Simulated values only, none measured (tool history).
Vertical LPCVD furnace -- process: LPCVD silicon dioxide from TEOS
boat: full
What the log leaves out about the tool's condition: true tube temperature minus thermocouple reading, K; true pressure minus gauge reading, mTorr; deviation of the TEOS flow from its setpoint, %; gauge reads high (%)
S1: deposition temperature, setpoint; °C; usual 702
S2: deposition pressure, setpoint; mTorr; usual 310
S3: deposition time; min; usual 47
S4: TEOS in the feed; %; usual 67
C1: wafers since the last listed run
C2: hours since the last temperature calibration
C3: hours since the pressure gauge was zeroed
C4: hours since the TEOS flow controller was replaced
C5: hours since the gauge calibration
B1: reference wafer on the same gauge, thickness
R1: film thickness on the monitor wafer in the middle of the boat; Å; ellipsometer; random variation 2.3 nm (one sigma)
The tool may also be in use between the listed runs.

run,hour,S1,S2,S3,S4,C1,C2,C3,C4,C5,B1,R1
1,0,702,310,47,67,0,4109.8,1956.9,2725.1,920.2,434.58,3732.5
# hour 50.8: pressure gauge zeroed
2,66,702,310,47,67,594,4175.8,15.2,2791.1,986.2,433.88,3899.3
3,155.8,702,310,47,67,1271,4265.6,105,2880.9,1076,434.1,3890.8
4,241.2,694,310,47,67,1209,4351,190.4,2966.3,1161.4,434.6,3221.6
5,278.2,694,310,47,67,524,4388,227.4,3003.3,1198.4,433.06,3203.3
6,380.7,694,310,47,67,1451,4490.5,329.9,3105.8,1300.9,433.56,3242.1
7,436.2,702,310,47,67,786,4546,385.4,3161.3,1356.4,434.07,3850.2
8,542.6,702,310,47,67,1506,4652.4,491.8,3267.7,1462.8,434.1,3857.8
9,614,702,310,47,67,1011,4723.8,563.2,3339.1,1534.2,433.97,3884.2
10,804.3,702,310,47,67,2695,4914.1,753.5,3529.4,1724.5,434.45,3870.9
11,874.5,704,310,47,60,994,4984.3,823.7,3599.6,1794.7,433.64,3804.6
# hour 948: thermocouples replaced and temperature profile calibrated
12,970.9,704,310,47,60,1025,22.9,920.1,3696,1891.1,434.79,3781.1
13,1068.1,702,310,47,67,1376,120.1,1017.3,3793.2,1988.3,434.66,3805.4
14,1141.2,702,310,47,67,1035,193.2,1090.4,3866.3,2061.4,433.85,3802.8
15,1186.9,702,310,47,67,647,238.9,1136.1,3912,2107.1,434.03,3820.9
16,1276.8,702,310,47,67,1273,328.8,1226,4001.9,2197,433.65,3792.5
17,1344.5,702,310,47,67,958,396.5,1293.7,4069.6,2264.7,434.82,3807.8
# hour 1385.3: TEOS flow controller replaced
18,1403.4,702,245,47,67,494,455.4,1352.6,18.1,2323.6,434.93,3389.9
19,1445.3,702,365,47,67,593,497.3,1394.5,60,2365.5,432.76,4120.7
20,1485.2,702,310,64.5,79,565,537.2,1434.4,99.9,2405.4,433.27,5694.9
# hour 1539.5: gauge calibrated
21,1563.1,702,310,47,67,1103,615.1,1512.3,177.8,23.6,433.83,3855.8
# hour 1643.7: pressure gauge zeroed
22,1644.2,694,340,32,67,808,696.2,0.5,258.9,104.7,433.97,2283.6
23,1688.2,696,280,32,59,623,740.2,44.5,302.9,148.7,433.04,2049.3
24,1763.5,702,350,30,67,1066,815.5,119.8,378.2,224,434.42,2627.1
25,1834,702,310,58,67,998,886,190.3,448.7,294.5,433.46,4807.9
26,1895.4,707,310,47,67,869,947.4,251.7,510.1,355.9,433.05,4320.4
27,1939.6,706,265,59,67,626,991.6,295.9,554.3,400.1,434.72,4904.1
28,2023,702,240,33.5,57,1181,1075,379.3,637.7,483.5,434.99,2233.9
29,2081.6,702,355,32.5,62,829,1133.6,437.9,696.3,542.1,435.04,2742
30,2128.2,702,310,47,67,660,1180.2,484.5,742.9,588.7,434.33,3855.4

Results per run with the tool's hidden condition removed, run-to-run variation unchanged:
run,R1
1,3834.6
2,3890.1
3,3886.4
4,3221.9
5,3205.2
6,3248.6
7,3861
8,3874.4
9,3904.9
10,3902
11,3839
12,3820.5
13,3850.4
14,3851.8
15,3872.6
16,3848.8
17,3868.2
18,3462
19,4181.1
20,5796.8
21,3929.3
22,2287.8
23,2055.3
24,2635.7
25,4830.5
26,4344.4
27,4939.7
28,2255.3
29,2761.6
30,3889.7
